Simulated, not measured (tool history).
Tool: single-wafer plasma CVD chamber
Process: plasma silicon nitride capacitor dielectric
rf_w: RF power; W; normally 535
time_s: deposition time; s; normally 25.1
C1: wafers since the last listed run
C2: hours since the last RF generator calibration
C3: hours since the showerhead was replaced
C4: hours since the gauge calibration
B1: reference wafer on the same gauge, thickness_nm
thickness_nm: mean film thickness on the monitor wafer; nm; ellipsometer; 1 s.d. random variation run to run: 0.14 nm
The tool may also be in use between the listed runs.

{"run": 1, "hour": 0.0, "rf_w": 605, "time_s": 25.1, "C1": 0, "C2": 1246.4, "C3": 6118.1, "C4": 420.4, "B1": 44.801, "thickness_nm": 38.059}
{"hour": 11.6, "done": "RF generator calibrated"}
{"run": 2, "hour": 40.8, "rf_w": 605, "time_s": 25.1, "C1": 659, "C2": 29.2, "C3": 6158.9, "C4": 461.2, "B1": 44.803, "thickness_nm": 39.974}
{"run": 3, "hour": 112.3, "rf_w": 535, "time_s": 23.5, "C1": 1437, "C2": 100.7, "C3": 6230.4, "C4": 532.7, "B1": 44.856, "thickness_nm": 35.23}
{"run": 4, "hour": 179.4, "rf_w": 535, "time_s": 23.5, "C1": 1348, "C2": 167.8, "C3": 6297.5, "C4": 599.8, "B1": 44.913, "thickness_nm": 35.133}
{"run": 5, "hour": 244.1, "rf_w": 535, "time_s": 23.5, "C1": 1300, "C2": 232.5, "C3": 6362.2, "C4": 664.5, "B1": 44.731, "thickness_nm": 35.206}
{"run": 6, "hour": 285.1, "rf_w": 485, "time_s": 22, "C1": 824, "C2": 273.5, "C3": 6403.2, "C4": 705.5, "B1": 44.788, "thickness_nm": 31.283}
{"run": 7, "hour": 338.5, "rf_w": 485, "time_s": 22, "C1": 1073, "C2": 326.9, "C3": 6456.6, "C4": 758.9, "B1": 44.825, "thickness_nm": 31.242}
{"run": 8, "hour": 386.4, "rf_w": 485, "time_s": 22, "C1": 962, "C2": 374.8, "C3": 6504.5, "C4": 806.8, "B1": 44.804, "thickness_nm": 31.417}
{"run": 9, "hour": 450.1, "rf_w": 535, "time_s": 25.1, "C1": 1280, "C2": 438.5, "C3": 6568.2, "C4": 870.5, "B1": 44.78, "thickness_nm": 37.271}
{"run": 10, "hour": 516.3, "rf_w": 535, "time_s": 25.1, "C1": 1330, "C2": 504.7, "C3": 6634.4, "C4": 936.7, "B1": 44.806, "thickness_nm": 37.388}
{"run": 11, "hour": 555.3, "rf_w": 535, "time_s": 25.1, "C1": 783, "C2": 543.7, "C3": 6673.4, "C4": 975.7, "B1": 44.734, "thickness_nm": 37.413}
{"run": 12, "hour": 634.7, "rf_w": 485, "time_s": 25.1, "C1": 1595, "C2": 623.1, "C3": 6752.8, "C4": 1055.1, "B1": 44.747, "thickness_nm": 35.608}
{"run": 13, "hour": 671.8, "rf_w": 485, "time_s": 25.1, "C1": 745, "C2": 660.2, "C3": 6789.9, "C4": 1092.2, "B1": 44.921, "thickness_nm": 35.463}
{"run": 14, "hour": 879.5, "rf_w": 535, "time_s": 25.1, "C1": 4174, "C2": 867.9, "C3": 6997.6, "C4": 1299.9, "B1": 44.7, "thickness_nm": 36.906}
{"run": 15, "hour": 946.2, "rf_w": 535, "time_s": 25.1, "C1": 1340, "C2": 934.6, "C3": 7064.3, "C4": 1366.6, "B1": 44.708, "thickness_nm": 36.956}
{"hour": 964.0, "done": "showerhead replaced"}
{"hour": 1005.0, "done": "gauge calibrated"}
{"run": 16, "hour": 1017.0, "rf_w": 535, "time_s": 25.1, "C1": 1262, "C2": 1005.4, "C3": 53, "C4": 12, "B1": 44.747, "thickness_nm": 36.545}
{"hour": 1041.0, "done": "RF generator calibrated"}
{"run": 17, "hour": 1066.1, "rf_w": 470, "time_s": 28.2, "C1": 826, "C2": 25.1, "C3": 102.1, "C4": 61.1, "B1": 44.793, "thickness_nm": 39.738}
{"run": 18, "hour": 1137.2, "rf_w": 610, "time_s": 25.1, "C1": 1429, "C2": 96.2, "C3": 173.2, "C4": 132.2, "B1": 44.834, "thickness_nm": 39.702}
{"run": 19, "hour": 1307.5, "rf_w": 475, "time_s": 21.6, "C1": 3423, "C2": 266.5, "C3": 343.5, "C4": 302.5, "B1": 44.763, "thickness_nm": 30.546}
{"run": 20, "hour": 1360.9, "rf_w": 595, "time_s": 25.1, "C1": 1073, "C2": 319.9, "C3": 396.9, "C4": 355.9, "B1": 44.828, "thickness_nm": 39.413}
{"run": 21, "hour": 1387.4, "rf_w": 620, "time_s": 25.1, "C1": 532, "C2": 346.4, "C3": 423.4, "C4": 382.4, "B1": 44.89, "thickness_nm": 40.108}
{"run": 22, "hour": 1435.2, "rf_w": 470, "time_s": 23.3, "C1": 960, "C2": 394.2, "C3": 471.2, "C4": 430.2, "B1": 44.829, "thickness_nm": 32.612}
{"run": 23, "hour": 1466.1, "rf_w": 505, "time_s": 25.1, "C1": 621, "C2": 425.1, "C3": 502.1, "C4": 461.1, "B1": 44.816, "thickness_nm": 36.267}
{"run": 24, "hour": 1505.3, "rf_w": 475, "time_s": 29.4, "C1": 787, "C2": 464.3, "C3": 541.3, "C4": 500.3, "B1": 44.753, "thickness_nm": 41.255}
{"run": 25, "hour": 1675.8, "rf_w": 630, "time_s": 25.1, "C1": 3427, "C2": 634.8, "C3": 711.8, "C4": 670.8, "B1": 44.801, "thickness_nm": 40.126}
{"run": 26, "hour": 1737.8, "rf_w": 535, "time_s": 25.1, "C1": 1246, "C2": 696.8, "C3": 773.8, "C4": 732.8, "B1": 44.763, "thickness_nm": 37.264}
{"run": 27, "hour": 1783.1, "rf_w": 575, "time_s": 27.4, "C1": 910, "C2": 742.1, "C3": 819.1, "C4": 778.1, "B1": 44.837, "thickness_nm": 42.021}
{"run": 28, "hour": 1812.7, "rf_w": 460, "time_s": 20.2, "C1": 594, "C2": 771.7, "C3": 848.7, "C4": 807.7, "B1": 44.774, "thickness_nm": 27.558}
{"run": 29, "hour": 1873.7, "rf_w": 485, "time_s": 25.1, "C1": 1226, "C2": 832.7, "C3": 909.7, "C4": 868.7, "B1": 44.867, "thickness_nm": 35.209}
{"run": 30, "hour": 1940.3, "rf_w": 535, "time_s": 25.1, "C1": 1338, "C2": 899.3, "C3": 976.3, "C4": 935.3, "B1": 44.713, "thickness_nm": 36.829}

Each run again, without the hidden state but with its own random variation kept:
The hidden state here: delivered RF power above the setpoint (%); gauge reads high (%).
run=1 thickness_nm=39.486
run=2 thickness_nm=40.026
run=3 thickness_nm=35.283
run=4 thickness_nm=35.199
run=5 thickness_nm=35.292
run=6 thickness_nm=31.373
run=7 thickness_nm=31.353
run=8 thickness_nm=31.551
run=9 thickness_nm=37.472
run=10 thickness_nm=37.64
run=11 thickness_nm=37.698
run=12 thickness_nm=35.952
run=13 thickness_nm=35.842
run=14 thickness_nm=37.563
run=15 thickness_nm=37.715
run=16 thickness_nm=37.412
run=17 thickness_nm=39.778
run=18 thickness_nm=39.749
run=19 thickness_nm=30.622
run=20 thickness_nm=39.537
run=21 thickness_nm=40.25
run=22 thickness_nm=32.752
run=23 thickness_nm=36.442
run=24 thickness_nm=41.486
run=25 thickness_nm=40.513
run=26 thickness_nm=37.692
run=27 thickness_nm=42.564
run=28 thickness_nm=27.942
run=29 thickness_nm=35.777
run=30 thickness_nm=37.519
